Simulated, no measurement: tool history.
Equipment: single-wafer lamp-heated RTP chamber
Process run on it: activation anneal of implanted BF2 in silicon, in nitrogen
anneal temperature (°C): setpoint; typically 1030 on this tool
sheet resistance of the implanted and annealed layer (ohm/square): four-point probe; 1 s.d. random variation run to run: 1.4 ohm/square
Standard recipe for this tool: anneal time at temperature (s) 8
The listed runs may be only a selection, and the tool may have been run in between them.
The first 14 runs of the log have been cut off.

run,hour,anneal temperature (°C),anneal time at temperature (s),wafers since the last listed run,wafers since the last pyrometer calibration,wafers since the reflector plate was cleaned,hours since the gauge calibration,"read-back reference wafer on the same gauge, sheet resistance",sheet resistance of the implanted and annealed layer (ohm/square)
# hour 1011.5: pyrometer window cleaned and pyrometer calibrated
15,1047.1,1030,8,1824,536,2827,189.0,833.28,936.90
16,1083.7,1030,8,551,1087,3378,225.6,833.18,933.82
17,1140.4,1058,4,854,1942,4233,282.3,833.47,945.31
18,1193.3,1002,10,797,2740,5031,335.2,833.46,931.35
19,1256.3,1019,6,949,3690,5981,398.2,833.90,939.95
20,1319.0,1020,3,945,4635,6926,460.9,834.16,949.35
21,1344.2,1018,4,379,5015,7306,486.1,834.59,948.17
# hour 1364.6: pyrometer window cleaned and pyrometer calibrated
# hour 1398.2: reflector plate cleaned
22,1398.7,1030,8,580,393,7,540.6,834.11,935.55
23,1452.1,1030,8,805,1198,812,594.0,834.02,935.47
24,1493.3,1030,8,621,1819,1433,635.2,834.86,937.44
25,1557.3,1030,6,964,2784,2398,699.2,834.95,941.01
26,1606.7,1053,13,744,3529,3143,748.6,835.16,916.76
27,1668.9,1004,11,937,4467,4081,810.8,835.32,932.45
# hour 1696.0: pyrometer window cleaned and pyrometer calibrated
28,1720.3,1030,8,654,366,4735,862.2,835.64,936.84
29,1748.5,1030,8,425,791,5160,890.4,835.48,939.41
30,1779.4,1022,4,465,1257,5626,921.3,835.32,946.36
31,1824.2,1044,8,675,1932,6301,966.1,835.43,936.64
32,1852.4,1017,10,425,2358,6727,994.3,835.86,936.23

Predict each of these 5 candidate next runs independently; none follows another, all start after run 32:
A,1852.8,1030,12,6,2364,6733,994.7,?,?
B,1852.8,1052,10,6,2364,6733,994.7,?,?
C,1852.8,1003,11,6,2364,6733,994.7,?,?
D,1852.8,1041,8,6,2364,6733,994.7,?,?
E,1852.8,1022,11,6,2364,6733,994.7,?,?

run,"read-back reference wafer on the same gauge, sheet resistance",sheet resistance of the implanted and annealed layer (ohm/square)
A,835.72,930.26
B,835.72,927.38
C,835.72,933.99
D,835.72,937.62
E,835.72,933.49
With the hidden condition removed and each run's random variation left untouched, the same runs would have given:
run,sheet resistance of the implanted and annealed layer (ohm/square)
A,927.14
B,924.27
C,930.86
D,934.48
E,930.36
